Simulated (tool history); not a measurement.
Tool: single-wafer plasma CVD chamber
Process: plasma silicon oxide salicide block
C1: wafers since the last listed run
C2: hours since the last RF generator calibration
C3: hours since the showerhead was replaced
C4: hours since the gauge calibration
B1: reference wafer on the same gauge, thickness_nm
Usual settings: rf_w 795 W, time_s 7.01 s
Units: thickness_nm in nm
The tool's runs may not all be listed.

{"run": 1, "hour": 0.0, "rf_w": 920, "time_s": 7.01, "C1": 0, "C2": 654.9, "C3": 5011.3, "C4": 436.6, "B1": 76.303, "thickness_nm": 77.765}
{"run": 2, "hour": 14.0, "rf_w": 920, "time_s": 7.01, "C1": 520, "C2": 668.9, "C3": 5025.3, "C4": 450.6, "B1": 76.32, "thickness_nm": 77.397}
{"run": 3, "hour": 27.5, "rf_w": 795, "time_s": 7.01, "C1": 502, "C2": 682.4, "C3": 5038.8, "C4": 464.1, "B1": 76.277, "thickness_nm": 75.048}
{"run": 4, "hour": 39.0, "rf_w": 795, "time_s": 7.01, "C1": 427, "C2": 693.9, "C3": 5050.3, "C4": 475.6, "B1": 76.255, "thickness_nm": 74.536}
{"run": 5, "hour": 53.3, "rf_w": 795, "time_s": 7.01, "C1": 532, "C2": 708.2, "C3": 5064.6, "C4": 489.9, "B1": 76.357, "thickness_nm": 74.553}
{"run": 6, "hour": 64.8, "rf_w": 910, "time_s": 7.01, "C1": 427, "C2": 719.7, "C3": 5076.1, "C4": 501.4, "B1": 76.38, "thickness_nm": 77.393}
{"run": 7, "hour": 79.2, "rf_w": 725, "time_s": 7.01, "C1": 535, "C2": 734.1, "C3": 5090.5, "C4": 515.8, "B1": 76.268, "thickness_nm": 72.684}
{"run": 8, "hour": 93.3, "rf_w": 725, "time_s": 7.01, "C1": 524, "C2": 748.2, "C3": 5104.6, "C4": 529.9, "B1": 76.297, "thickness_nm": 73.032}
{"run": 9, "hour": 110.6, "rf_w": 725, "time_s": 7.01, "C1": 643, "C2": 765.5, "C3": 5121.9, "C4": 547.2, "B1": 76.356, "thickness_nm": 73.016}
{"run": 10, "hour": 121.5, "rf_w": 795, "time_s": 6.49, "C1": 405, "C2": 776.4, "C3": 5132.8, "C4": 558.1, "B1": 76.313, "thickness_nm": 69.261}
{"run": 11, "hour": 130.7, "rf_w": 795, "time_s": 6.49, "C1": 342, "C2": 785.6, "C3": 5142, "C4": 567.3, "B1": 76.355, "thickness_nm": 69.393}
{"run": 12, "hour": 139.9, "rf_w": 795, "time_s": 6.49, "C1": 342, "C2": 794.8, "C3": 5151.2, "C4": 576.5, "B1": 76.311, "thickness_nm": 68.699}
{"run": 13, "hour": 146.0, "rf_w": 795, "time_s": 7.01, "C1": 226, "C2": 800.9, "C3": 5157.3, "C4": 582.6, "B1": 76.258, "thickness_nm": 74.675}
{"run": 14, "hour": 161.9, "rf_w": 795, "time_s": 7.01, "C1": 591, "C2": 816.8, "C3": 5173.2, "C4": 598.5, "B1": 76.377, "thickness_nm": 74.58}
{"hour": 174.2, "done": "showerhead replaced, of another model than before"}
{"run": 15, "hour": 174.7, "rf_w": 795, "time_s": 7.01, "C1": 178, "C2": 829.6, "C3": 0.5, "C4": 611.3, "B1": 76.284, "thickness_nm": 74.81}
{"hour": 188.3, "done": "RF generator calibrated"}
{"run": 16, "hour": 188.8, "rf_w": 795, "time_s": 7.01, "C1": 226, "C2": 0.5, "C3": 14.6, "C4": 625.4, "B1": 76.302, "thickness_nm": 76.106}
{"run": 17, "hour": 195.9, "rf_w": 795, "time_s": 6.38, "C1": 264, "C2": 7.6, "C3": 21.7, "C4": 632.5, "B1": 76.32, "thickness_nm": 69.451}
{"run": 18, "hour": 202.5, "rf_w": 700, "time_s": 6.2, "C1": 245, "C2": 14.2, "C3": 28.3, "C4": 639.1, "B1": 76.339, "thickness_nm": 65.907}
{"run": 19, "hour": 209.9, "rf_w": 795, "time_s": 7.01, "C1": 275, "C2": 21.6, "C3": 35.7, "C4": 646.5, "B1": 76.372, "thickness_nm": 76.064}
{"run": 20, "hour": 220.6, "rf_w": 795, "time_s": 7.01, "C1": 398, "C2": 32.3, "C3": 46.4, "C4": 657.2, "B1": 76.367, "thickness_nm": 76.451}
{"run": 21, "hour": 227.4, "rf_w": 890, "time_s": 6.32, "C1": 253, "C2": 39.1, "C3": 53.2, "C4": 664, "B1": 76.241, "thickness_nm": 69.947}
{"hour": 243.6, "done": "gauge calibrated"}
{"run": 22, "hour": 247.0, "rf_w": 795, "time_s": 7.01, "C1": 729, "C2": 58.7, "C3": 72.8, "C4": 3.4, "B1": 76.375, "thickness_nm": 75.993}
{"run": 23, "hour": 264.5, "rf_w": 795, "time_s": 7.01, "C1": 651, "C2": 76.2, "C3": 90.3, "C4": 20.9, "B1": 76.334, "thickness_nm": 75.865}
{"run": 24, "hour": 274.1, "rf_w": 795, "time_s": 7.01, "C1": 357, "C2": 85.8, "C3": 99.9, "C4": 30.5, "B1": 76.277, "thickness_nm": 75.782}
{"run": 25, "hour": 283.3, "rf_w": 725, "time_s": 6.46, "C1": 342, "C2": 95, "C3": 109.1, "C4": 39.7, "B1": 76.38, "thickness_nm": 68.708}
{"run": 26, "hour": 299.8, "rf_w": 925, "time_s": 7.61, "C1": 613, "C2": 111.5, "C3": 125.6, "C4": 56.2, "B1": 76.384, "thickness_nm": 84.687}
{"run": 27, "hour": 307.3, "rf_w": 945, "time_s": 6.13, "C1": 279, "C2": 119, "C3": 133.1, "C4": 63.7, "B1": 76.263, "thickness_nm": 68.531}
{"run": 28, "hour": 322.4, "rf_w": 635, "time_s": 7.01, "C1": 561, "C2": 134.1, "C3": 148.2, "C4": 78.8, "B1": 76.222, "thickness_nm": 72.951}
{"run": 29, "hour": 340.2, "rf_w": 655, "time_s": 6.37, "C1": 662, "C2": 151.9, "C3": 166, "C4": 96.6, "B1": 76.25, "thickness_nm": 66.505}
{"run": 30, "hour": 356.8, "rf_w": 795, "time_s": 7.89, "C1": 617, "C2": 168.5, "C3": 182.6, "C4": 113.2, "B1": 76.258, "thickness_nm": 85.152}
{"run": 31, "hour": 381.5, "rf_w": 795, "time_s": 8.41, "C1": 919, "C2": 193.2, "C3": 207.3, "C4": 137.9, "B1": 76.342, "thickness_nm": 90.789}
{"run": 32, "hour": 398.9, "rf_w": 635, "time_s": 7.01, "C1": 647, "C2": 210.6, "C3": 224.7, "C4": 155.3, "B1": 76.367, "thickness_nm": 72.782}
{"run": 33, "hour": 411.7, "rf_w": 795, "time_s": 7.01, "C1": 476, "C2": 223.4, "C3": 237.5, "C4": 168.1, "B1": 76.246, "thickness_nm": 75.936}
{"run": 34, "hour": 426.1, "rf_w": 710, "time_s": 7.65, "C1": 535, "C2": 237.8, "C3": 251.9, "C4": 182.5, "B1": 76.311, "thickness_nm": 80.72}
{"run": 35, "hour": 433.1, "rf_w": 950, "time_s": 7.5, "C1": 260, "C2": 244.8, "C3": 258.9, "C4": 189.5, "B1": 76.206, "thickness_nm": 83.533}
{"run": 36, "hour": 448.1, "rf_w": 795, "time_s": 7.01, "C1": 558, "C2": 259.8, "C3": 273.9, "C4": 204.5, "B1": 76.305, "thickness_nm": 75.392}
{"run": 37, "hour": 473.9, "rf_w": 870, "time_s": 7.57, "C1": 960, "C2": 285.6, "C3": 299.7, "C4": 230.3, "B1": 76.312, "thickness_nm": 82.357}
{"run": 38, "hour": 487.5, "rf_w": 795, "time_s": 7.01, "C1": 506, "C2": 299.2, "C3": 313.3, "C4": 243.9, "B1": 76.356, "thickness_nm": 75.422}
{"run": 39, "hour": 503.6, "rf_w": 795, "time_s": 7.01, "C1": 599, "C2": 315.3, "C3": 329.4, "C4": 260, "B1": 76.3, "thickness_nm": 75.396}
{"run": 40, "hour": 517.3, "rf_w": 855, "time_s": 7.01, "C1": 509, "C2": 329, "C3": 343.1, "C4": 273.7, "B1": 76.273, "thickness_nm": 76.452}
{"run": 41, "hour": 531.1, "rf_w": 935, "time_s": 8.37, "C1": 513, "C2": 342.8, "C3": 356.9, "C4": 287.5, "B1": 76.33, "thickness_nm": 92.684}
{"run": 42, "hour": 549.5, "rf_w": 720, "time_s": 8.4, "C1": 684, "C2": 361.2, "C3": 375.3, "C4": 305.9, "B1": 76.261, "thickness_nm": 88.384}
{"run": 43, "hour": 595.0, "rf_w": 710, "time_s": 6.33, "C1": 1693, "C2": 406.7, "C3": 420.8, "C4": 351.4, "B1": 76.302, "thickness_nm": 66.758}
{"run": 44, "hour": 608.1, "rf_w": 655, "time_s": 6.03, "C1": 487, "C2": 419.8, "C3": 433.9, "C4": 364.5, "B1": 76.251, "thickness_nm": 62.557}

Hidden state or all else? Some run-to-run changes of thickness_nm, split into what the settings, what came in and random variation would give without the hidden state, and what is left for the hidden state (with any gauge scatter that isn't in both results):
The hidden state here: delivered RF power above the setpoint (%); gauge reads high (%).
Run 14 -> 15: showerhead replaced, of another model than before. thickness_nm +0.23 nm: hidden state +0.574, all else -0.344.
Run 15 -> 16: RF generator calibrated. thickness_nm +1.296 nm: hidden state +1.078, all else +0.218.
Run 29 -> 30: rf_w 655 -> 795, time_s 6.37 -> 7.89. thickness_nm +18.647 nm: hidden state -0.162, all else +18.809.
Run 31 -> 32: rf_w 795 -> 635, time_s 8.41 -> 7.01. thickness_nm -18.007 nm: hidden state +0.103, all else -18.11.
Run 40 -> 41: rf_w 855 -> 935, time_s 7.01 -> 8.37. thickness_nm +16.232 nm: hidden state -0.195, all else +16.427.
Run 42 -> 43: rf_w 720 -> 710, time_s 8.4 -> 6.33. thickness_nm -21.626 nm: hidden state +0.195, all else -21.821.
